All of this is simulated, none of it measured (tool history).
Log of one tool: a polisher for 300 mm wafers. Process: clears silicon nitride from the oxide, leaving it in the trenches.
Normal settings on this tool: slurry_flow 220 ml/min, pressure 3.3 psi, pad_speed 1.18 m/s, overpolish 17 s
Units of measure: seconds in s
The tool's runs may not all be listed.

run,hour,slurry_flow,pressure,pad_speed,overpolish,wafers since the last listed run,wafers polished on this pad,hours since the slurry nozzle was cleaned,hours since the head pressure was calibrated,"incoming thickness of the incoming film, nm",seconds
1,0.0,220,3.3,1.18,17,0,451,251.0,309.0,129.0,103.2
2,12.7,220,3.3,1.18,17,137,589,263.7,321.7,131.3,107.8
3,47.9,220,3.3,1.18,17,381,970,298.9,356.9,129.8,107.0
4,63.8,220,3.3,1.18,17,172,1142,314.8,372.8,131.5,107.8
5,77.3,220,3.3,1.18,17,146,1289,328.3,386.3,132.2,109.0
6,95.4,220,3.3,1.18,17,196,1485,346.4,404.4,130.5,111.2
7,117.1,220,3.3,1.18,17,235,1720,368.1,426.1,129.6,112.2
# hour 138.2: worn pad replaced by a new one
8,146.6,220,3.3,1.18,17,276,91,397.6,455.6,130.7,114.6
# hour 160.6: slurry nozzle cleaned
9,161.1,220,3.3,1.18,17,146,237,0.5,470.1,129.6,100.3
10,189.9,220,3.3,1.18,17,311,549,29.3,498.9,129.8,101.5
11,203.5,220,3.3,1.18,17,147,696,42.9,512.5,130.6,100.6
12,223.9,200,3.3,1.18,17,220,917,63.3,532.9,131.5,105.7
13,236.8,220,3.0,1.18,23,139,1057,76.2,545.8,129.5,107.9
# hour 314.0: worn pad replaced by a new one
14,337.8,220,3.0,1.18,23,1050,257,177.2,646.8,129.9,111.7
# hour 348.8: head pressure recalibrated
15,369.3,185,4.3,0.78,17,319,577,208.7,20.5,129.2,129.4
16,401.8,220,3.3,1.40,17,352,929,241.2,53.0,130.9,100.1
17,430.1,240,3.6,1.34,17,306,1236,269.5,81.3,128.6,91.4
# hour 496.4: worn pad replaced by a new one
18,496.9,220,4.4,1.18,21,680,5,336.3,148.1,129.5,86.4
19,514.2,220,4.0,1.00,17,187,192,353.6,165.4,129.2,110.5
# hour 581.9: slurry nozzle cleaned
20,618.3,220,4.1,1.54,21,1116,1309,36.4,269.5,129.3,68.0
21,634.0,165,4.4,0.84,17,170,1479,52.1,285.2,129.4,113.0
22,648.6,200,3.3,1.18,17,158,1637,66.7,299.8,129.9,107.7
# hour 675.3: worn pad replaced by a new one
23,729.1,220,3.3,1.18,17,828,583,147.2,380.3,128.1,104.9
24,747.9,280,3.3,1.18,17,203,786,166.0,399.1,129.8,101.8
25,773.9,220,3.3,1.18,17,281,1068,192.0,425.1,128.2,101.9
26,789.4,220,4.4,1.38,22,167,1236,207.5,440.6,131.6,71.9
27,812.5,220,3.3,1.18,17,250,1486,230.6,463.7,131.3,105.6
# hour 830.1: worn pad replaced by a new one
28,830.6,220,3.3,1.18,17,152,5,248.7,481.8,130.2,104.3

Hidden state or all else? Some run-to-run changes of seconds, split into what the settings, what came in and random variation would give without the hidden state, and what is left for the hidden state (with any gauge scatter that isn't in both results):
What the log doesn't record here: removal rate lost through wear of the pad, %; slurry flow missing at the pad, %; deviation of the head's pressure from its setpoint, %.
Run 8 -> 9: slurry nozzle cleaned. seconds -14.3 s: hidden state -12.8, all else -1.5.
Run 14 -> 15: slurry_flow 220 -> 185, pressure 3.0 -> 4.3, pad_speed 1.18 -> 0.78, overpolish 23 -> 17, head pressure recalibrated. seconds +17.7 s: hidden state +13.2, all else +4.5.
Run 19 -> 20: pressure 4.0 -> 4.1, pad_speed 1.00 -> 1.54, overpolish 17 -> 21, slurry nozzle cleaned. seconds -42.5 s: hidden state -5.9, all else -36.6.
Run 20 -> 21: slurry_flow 220 -> 165, pressure 4.1 -> 4.4, pad_speed 1.54 -> 0.84, overpolish 21 -> 17. seconds +45.0 s: hidden state -3.1, all else +48.1.
